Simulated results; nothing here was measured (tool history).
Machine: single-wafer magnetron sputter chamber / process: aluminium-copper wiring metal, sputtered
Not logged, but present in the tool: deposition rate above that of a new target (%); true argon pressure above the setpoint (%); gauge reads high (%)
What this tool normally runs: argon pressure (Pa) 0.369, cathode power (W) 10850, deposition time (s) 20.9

| run | day | argon pressure (Pa) | cathode power (W) | deposition time (s) | wafers since the last listed run | wafers on the sputter target | hours since the last manometer calibration | hours since the magnet pack was replaced | hours since the gauge calibration | read-back reference wafer on the same gauge, thickness_nm | mean film thickness on the monitor wafer (nm) |
|---|---|---|---|---|---|---|---|---|---|---|---|
| 1 | 0 | 0.337 | 10850 | 23.3 | 0 | 3661 | 2480.8 | 9587.7 | 194.7 | 490.411 | 485.088 |
| 2 | 0.538 | 0.337 | 10850 | 23.3 | 368 | 4029 | 2493.7 | 9600.6 | 207.6 | 489.919 | 479.406 |
| 3 | 1.979 | 0.337 | 10850 | 23.3 | 988 | 5018 | 2528.3 | 9635.2 | 242.2 | 489.394 | 481.618 |
| 4 | 2.479 | 0.369 | 10850 | 20.9 | 342 | 5360 | 2540.3 | 9647.2 | 254.2 | 490.006 | 415.448 |
|  | 2.883 | sputter target and shields replaced |
| 5 | 3.125 | 0.369 | 10850 | 20.9 | 214 | 166 | 2555.8 | 9662.7 | 269.7 | 490.283 | 427.204 |
| 6 | 4.392 | 0.369 | 10850 | 20.9 | 868 | 1034 | 2586.2 | 9693.1 | 300.1 | 489.659 | 423.562 |
| 7 | 5.083 | 0.369 | 10850 | 20.9 | 474 | 1509 | 2602.8 | 9709.7 | 316.7 | 490.355 | 423.472 |
| 8 | 6.092 | 0.369 | 10850 | 20.9 | 691 | 2200 | 2627 | 9733.9 | 340.9 | 490.347 | 421.308 |
| 9 | 6.883 | 0.369 | 10850 | 20.9 | 542 | 2743 | 2646 | 9752.9 | 359.9 | 490.618 | 421.802 |
| 10 | 7.804 | 0.369 | 10850 | 20.9 | 631 | 3374 | 2668.1 | 9775 | 382 | 490.153 | 419.812 |
| 11 | 9.954 | 0.369 | 10850 | 20.9 | 1474 | 4848 | 2719.7 | 9826.6 | 433.6 | 489.554 | 416.485 |
|  | 11.083 | sputter target and shields replaced |
| 12 | 11.104 | 0.432 | 10850 | 20.9 | 559 | 14 | 2747.3 | 9854.2 | 461.2 | 489.322 | 407.753 |
| 13 | 11.533 | 0.432 | 10850 | 20.9 | 294 | 308 | 2757.6 | 9864.5 | 471.5 | 490.197 | 403.216 |
| 14 | 12.125 | 0.369 | 10850 | 20.9 | 405 | 713 | 2771.8 | 9878.7 | 485.7 | 490.698 | 427.816 |
| 15 | 13.508 | 0.369 | 10850 | 20.9 | 948 | 1662 | 2805 | 9911.9 | 518.9 | 490.681 | 424.425 |
|  | 14.112 | magnet pack replaced |
| 16 | 14.238 | 0.369 | 10850 | 16.9 | 271 | 1933 | 2822.5 | 3 | 536.4 | 489.545 | 343.23 |
|  | 15.246 | capacitance manometer re-zeroed and calibrated |
| 17 | 15.654 | 0.308 | 9200 | 22.7 | 742 | 2676 | 9.8 | 37 | 570.4 | 489.789 | 446.479 |
| 18 | 16.271 | 0.369 | 11850 | 17.1 | 422 | 3099 | 24.6 | 51.8 | 585.2 | 490.305 | 358.556 |
| 19 | 17.567 | 0.369 | 10850 | 20.9 | 888 | 3987 | 55.7 | 82.9 | 616.3 | 489.751 | 417.952 |
|  | 17.696 | gauge calibrated |
| 20 | 18.221 | 0.369 | 10850 | 23.6 | 448 | 4436 | 71.4 | 98.6 | 12.6 | 490.027 | 472.488 |
| 21 | 19.204 | 0.463 | 13050 | 16.9 | 674 | 5110 | 95 | 122.2 | 36.2 | 490.27 | 344.223 |
|  | 20.596 | sputter target and shields replaced |
| 22 | 20.617 | 0.491 | 8550 | 20.9 | 739 | 13 | 128.9 | 156.1 | 70.1 | 489.926 | 342.195 |
| 23 | 21.646 | 0.449 | 13500 | 17.2 | 705 | 718 | 153.6 | 180.8 | 94.8 | 489.443 | 372.651 |
| 24 | 22.371 | 0.294 | 12100 | 23.9 | 497 | 1216 | 171 | 198.2 | 112.2 | 490.009 | 557.301 |
| 25 | 22.988 | 0.369 | 9600 | 24.6 | 422 | 1638 | 185.8 | 213 | 127 | 489.915 | 469.612 |
| 26 | 24.054 | 0.472 | 10850 | 18.6 | 731 | 2370 | 211.4 | 238.6 | 152.6 | 490.337 | 343.605 |
| 27 | 24.9 | 0.369 | 10850 | 20.9 | 579 | 2950 | 231.7 | 258.9 | 172.9 | 490.257 | 424.803 |
| 28 | 25.746 | 0.228 | 12500 | 16.8 | 579 | 3530 | 252 | 279.2 | 193.2 | 490.152 | 415.973 |

Alternative continuations, all from the tool just after run 28; predict every row:
| A | 25.762 | 0.369 | 10850 | 18.2 | 11 | 3541 | 252.4 | 279.6 | 193.6 | ? | ? |
| B | 25.762 | 0.369 | 12800 | 20.9 | 11 | 3541 | 252.4 | 279.6 | 193.6 | ? | ? |
| C | 25.762 | 0.417 | 13300 | 18.6 | 11 | 3541 | 252.4 | 279.6 | 193.6 | ? | ? |

| run | read-back reference wafer on the same gauge, thickness_nm | mean film thickness on the monitor wafer (nm) |
|---|---|---|
| A | 489.585 | 368.34 |
| B | 489.585 | 464.456 |
| C | 489.585 | 405.185 |
Stripped of hidden state, with their random variation kept, the same runs would have yielded:
| run | mean film thickness on the monitor wafer (nm) |
|---|---|
| A | 374.848 |
| B | 472.662 |
| C | 412.344 |
